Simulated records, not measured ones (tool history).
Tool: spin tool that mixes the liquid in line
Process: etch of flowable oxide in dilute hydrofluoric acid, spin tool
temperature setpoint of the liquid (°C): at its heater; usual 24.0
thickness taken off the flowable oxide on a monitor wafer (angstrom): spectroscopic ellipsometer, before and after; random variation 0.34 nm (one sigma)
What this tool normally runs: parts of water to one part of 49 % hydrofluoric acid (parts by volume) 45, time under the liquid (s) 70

| run | hour | temperature setpoint of the liquid (°C) | parts of water to one part of 49 % hydrofluoric acid (parts by volume) | time under the liquid (s) | wafers since the last listed run | hours since the thermometer was replaced | hours since the hydrofluoric acid flow meter was replaced | hours since the gauge calibration | read-back film thickness of the flowable oxide reference wafer, read on the same gauge (nm) | thickness taken off the flowable oxide on a monitor wafer (angstrom) |
|---|---|---|---|---|---|---|---|---|---|---|
| 1 | 0.0 | 26.5 | 45 | 70 | 0 | 644.3 | 661.0 | 1782.1 | 146.73 | 604.6 |
|  | 37.4 | gauge calibrated |
| 2 | 100.4 | 26.5 | 45 | 70 | 1572 | 744.7 | 761.4 | 63.0 | 149.37 | 608.6 |
| 3 | 249.6 | 24.0 | 45 | 70 | 2336 | 893.9 | 910.6 | 212.2 | 149.11 | 548.3 |
| 4 | 329.4 | 24.0 | 45 | 70 | 1249 | 973.7 | 990.4 | 292.0 | 148.93 | 554.0 |
| 5 | 420.4 | 23.0 | 35 | 70 | 1425 | 1064.7 | 1081.4 | 383.0 | 148.78 | 681.6 |
|  | 509.0 | thermometer replaced |
| 6 | 515.9 | 23.0 | 35 | 70 | 1480 | 6.9 | 1176.9 | 478.5 | 148.60 | 681.9 |
| 7 | 557.2 | 23.0 | 35 | 70 | 646 | 48.2 | 1218.2 | 519.8 | 148.51 | 680.2 |
| 8 | 610.5 | 24.0 | 45 | 70 | 834 | 101.5 | 1271.5 | 573.1 | 148.41 | 548.2 |
| 9 | 669.2 | 24.0 | 45 | 70 | 919 | 160.2 | 1330.2 | 631.8 | 148.30 | 545.9 |
| 10 | 752.6 | 21.0 | 65 | 105 | 1306 | 243.6 | 1413.6 | 715.2 | 148.18 | 490.0 |
| 11 | 936.0 | 24.0 | 45 | 70 | 2872 | 427.0 | 1597.0 | 898.6 | 147.80 | 546.7 |
| 12 | 984.4 | 24.0 | 45 | 70 | 758 | 475.4 | 1645.4 | 947.0 | 147.70 | 536.8 |
| 13 | 1032.0 | 24.0 | 45 | 60 | 745 | 523.0 | 1693.0 | 994.6 | 147.58 | 460.4 |
| 14 | 1076.8 | 20.5 | 45 | 70 | 701 | 567.8 | 1737.8 | 1039.4 | 147.55 | 468.3 |
| 15 | 1121.7 | 25.0 | 45 | 95 | 703 | 612.7 | 1782.7 | 1084.3 | 147.44 | 760.6 |
| 16 | 1215.5 | 24.0 | 45 | 70 | 1469 | 706.5 | 1876.5 | 1178.1 | 147.24 | 534.2 |
| 17 | 1275.3 | 24.0 | 45 | 70 | 936 | 766.3 | 1936.3 | 1237.9 | 147.11 | 540.5 |

What will run 18 give?
|  | 1329.1 | hydrofluoric acid flow meter replaced |
| 18 | 1344.2 | 22.5 | 35 | 95 | 1063 | 835.2 | 15.1 | 1306.8 | ? | ? |

Logged for run 18: read-back film thickness of the flowable oxide reference wafer, read on the same gauge (nm) 147.04, thickness taken off the flowable oxide on a monitor wafer (angstrom) 887.0.
Minus the tool's unlogged condition, the same run would have read thickness taken off the flowable oxide on a monitor wafer (angstrom) 904.9.

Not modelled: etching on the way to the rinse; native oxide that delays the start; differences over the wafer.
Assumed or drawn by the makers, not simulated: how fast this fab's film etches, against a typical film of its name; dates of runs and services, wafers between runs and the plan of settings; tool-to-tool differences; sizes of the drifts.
